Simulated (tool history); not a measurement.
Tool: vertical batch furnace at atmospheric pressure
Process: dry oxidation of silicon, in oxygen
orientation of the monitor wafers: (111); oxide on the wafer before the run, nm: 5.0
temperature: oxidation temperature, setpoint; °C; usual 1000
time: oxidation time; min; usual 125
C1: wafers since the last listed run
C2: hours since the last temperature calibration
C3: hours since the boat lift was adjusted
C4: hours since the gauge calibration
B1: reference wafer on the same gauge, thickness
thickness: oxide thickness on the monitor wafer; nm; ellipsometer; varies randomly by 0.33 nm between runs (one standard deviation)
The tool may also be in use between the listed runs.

run 1 day=0 | temperature=1000 time=125 | C1=0 C2=1403.8 C3=329.6 C4=1458.2 | B1=104.01 | thickness=104.09
run 2 day=2.388 | temperature=1000 time=125 | C1=543 C2=1461.1 C3=386.9 C4=1515.5 | B1=104 | thickness=104.18
run 3 day=3.942 | temperature=1000 time=125 | C1=354 C2=1498.4 C3=424.2 C4=1552.8 | B1=104.05 | thickness=103.95
run 4 day=6.492 | temperature=1000 time=173 | C1=580 C2=1559.6 C3=485.4 C4=1614 | B1=104.01 | thickness=127.78
-- day=8.008 gauge calibrated
run 5 day=8.971 | temperature=1000 time=173 | C1=564 C2=1619.1 C3=544.9 C4=23.1 | B1=104.12 | thickness=127.18
run 6 day=11.583 | temperature=1000 time=173 | C1=595 C2=1681.8 C3=607.6 C4=85.8 | B1=103.94 | thickness=126.51
run 7 day=13.692 | temperature=1000 time=125 | C1=480 C2=1732.4 C3=658.2 C4=136.4 | B1=104.02 | thickness=103.39
run 8 day=14.721 | temperature=1000 time=125 | C1=234 C2=1757.1 C3=682.9 C4=161.1 | B1=104.01 | thickness=103.71
run 9 day=16.375 | temperature=1000 time=125 | C1=376 C2=1796.8 C3=722.6 C4=200.8 | B1=104.01 | thickness=102.96
run 10 day=17.738 | temperature=1000 time=125 | C1=310 C2=1829.5 C3=755.3 C4=233.5 | B1=104.01 | thickness=104.04
run 11 day=19.725 | temperature=1000 time=125 | C1=452 C2=1877.2 C3=803 C4=281.2 | B1=104.02 | thickness=103.47
run 12 day=21.117 | temperature=1000 time=125 | C1=317 C2=1910.6 C3=836.4 C4=314.6 | B1=104.01 | thickness=103.12
run 13 day=22.538 | temperature=1000 time=125 | C1=323 C2=1944.7 C3=870.5 C4=348.7 | B1=104 | thickness=103.74
run 14 day=24.8 | temperature=1000 time=125 | C1=515 C2=1999 C3=924.8 C4=403 | B1=104.13 | thickness=103.58
run 15 day=26.908 | temperature=1000 time=125 | C1=480 C2=2049.6 C3=975.4 C4=453.6 | B1=104.01 | thickness=103.1
-- day=28.296 thermocouples replaced and temperature profile calibrated
run 16 day=29.446 | temperature=1000 time=125 | C1=350 C2=27.6 C3=1036.3 C4=514.5 | B1=103.95 | thickness=102.72
run 17 day=31.196 | temperature=1000 time=96 | C1=398 C2=69.6 C3=1078.3 C4=556.5 | B1=103.96 | thickness=86.82
run 18 day=33.417 | temperature=1000 time=125 | C1=505 C2=122.9 C3=1131.6 C4=609.8 | B1=104.04 | thickness=102.97
run 19 day=35.429 | temperature=1000 time=125 | C1=458 C2=171.2 C3=1179.9 C4=658.1 | B1=103.97 | thickness=101.92
run 20 day=36.896 | temperature=990 time=105.5 | C1=334 C2=206.4 C3=1215.1 C4=693.3 | B1=104.07 | thickness=85.78
run 21 day=39.646 | temperature=1008 time=172.5 | C1=626 C2=272.4 C3=1281.1 C4=759.3 | B1=104.01 | thickness=132.77
run 22 day=42.583 | temperature=990 time=105.5 | C1=669 C2=342.9 C3=1351.6 C4=829.8 | B1=103.95 | thickness=86.16
run 23 day=44.704 | temperature=980 time=125 | C1=483 C2=393.8 C3=1402.5 C4=880.7 | B1=103.93 | thickness=88.41
run 24 day=46.146 | temperature=991 time=167 | C1=328 C2=428.4 C3=1437.1 C4=915.3 | B1=103.99 | thickness=115.91
run 25 day=47.396 | temperature=1000 time=125 | C1=284 C2=458.4 C3=1467.1 C4=945.3 | B1=104.04 | thickness=102.23
run 26 day=49.662 | temperature=1015 time=152.5 | C1=516 C2=512.8 C3=1521.5 C4=999.7 | B1=103.89 | thickness=128.32
run 27 day=50.946 | temperature=1000 time=125 | C1=292 C2=543.6 C3=1552.3 C4=1030.5 | B1=103.95 | thickness=102.74
run 28 day=53.842 | temperature=1000 time=125 | C1=659 C2=613.1 C3=1621.8 C4=1100 | B1=104 | thickness=101.72
run 29 day=56.062 | temperature=1000 time=125 | C1=505 C2=666.4 C3=1675.1 C4=1153.3 | B1=104.01 | thickness=101.47
run 30 day=57.188 | temperature=1000 time=125 | C1=256 C2=693.4 C3=1702.1 C4=1180.3 | B1=103.99 | thickness=101.73
-- day=59.55 gauge calibrated
-- day=62.688 boat lift adjusted
run 31 day=64.038 | temperature=1023 time=81.5 | C1=1332 C2=857.8 C3=32.4 C4=107.7 | B1=104.04 | thickness=94.32
run 32 day=65.621 | temperature=993 time=63 | C1=360 C2=895.8 C3=70.4 C4=145.7 | B1=104.04 | thickness=64.53
run 33 day=66.962 | temperature=1000 time=125 | C1=305 C2=928 C3=102.6 C4=177.9 | B1=104.05 | thickness=104.7
run 34 day=69.229 | temperature=976 time=125 | C1=516 C2=982.4 C3=157 C4=232.3 | B1=104.01 | thickness=88.9
run 35 day=70.8 | temperature=1000 time=125 | C1=357 C2=1020.1 C3=194.7 C4=270 | B1=104 | thickness=104.52
run 36 day=73.683 | temperature=977 time=185 | C1=656 C2=1089.3 C3=263.9 C4=339.2 | B1=104.03 | thickness=114.49
run 37 day=76.579 | temperature=1009 time=86.5 | C1=659 C2=1158.8 C3=333.4 C4=408.7 | B1=103.95 | thickness=87.88
run 38 day=79.454 | temperature=1012 time=150.5 | C1=655 C2=1227.8 C3=402.4 C4=477.7 | B1=104.02 | thickness=127.22

Below are 4 alternative next runs, each starting from the tool's condition after run 38. Predict each:
run A day=79.692 | temperature=988 time=125 | C1=54 C2=1233.5 C3=408.1 C4=483.4 | B1=? | thickness=?
run B day=79.692 | temperature=983 time=104.5 | C1=54 C2=1233.5 C3=408.1 C4=483.4 | B1=? | thickness=?
run C day=79.692 | temperature=1000 time=170 | C1=54 C2=1233.5 C3=408.1 C4=483.4 | B1=? | thickness=?
run D day=79.692 | temperature=1016 time=92 | C1=54 C2=1233.5 C3=408.1 C4=483.4 | B1=? | thickness=?

run=A B1=103.93 thickness=96.36
run=B B1=103.93 thickness=82.95
run=C B1=103.93 thickness=126.71
run=D B1=103.93 thickness=96.5
Stripped of hidden state, with their random variation kept, the same runs would have yielded:
run=A thickness=97.06
run=B thickness=83.57
run=C thickness=127.62
run=D thickness=97.2
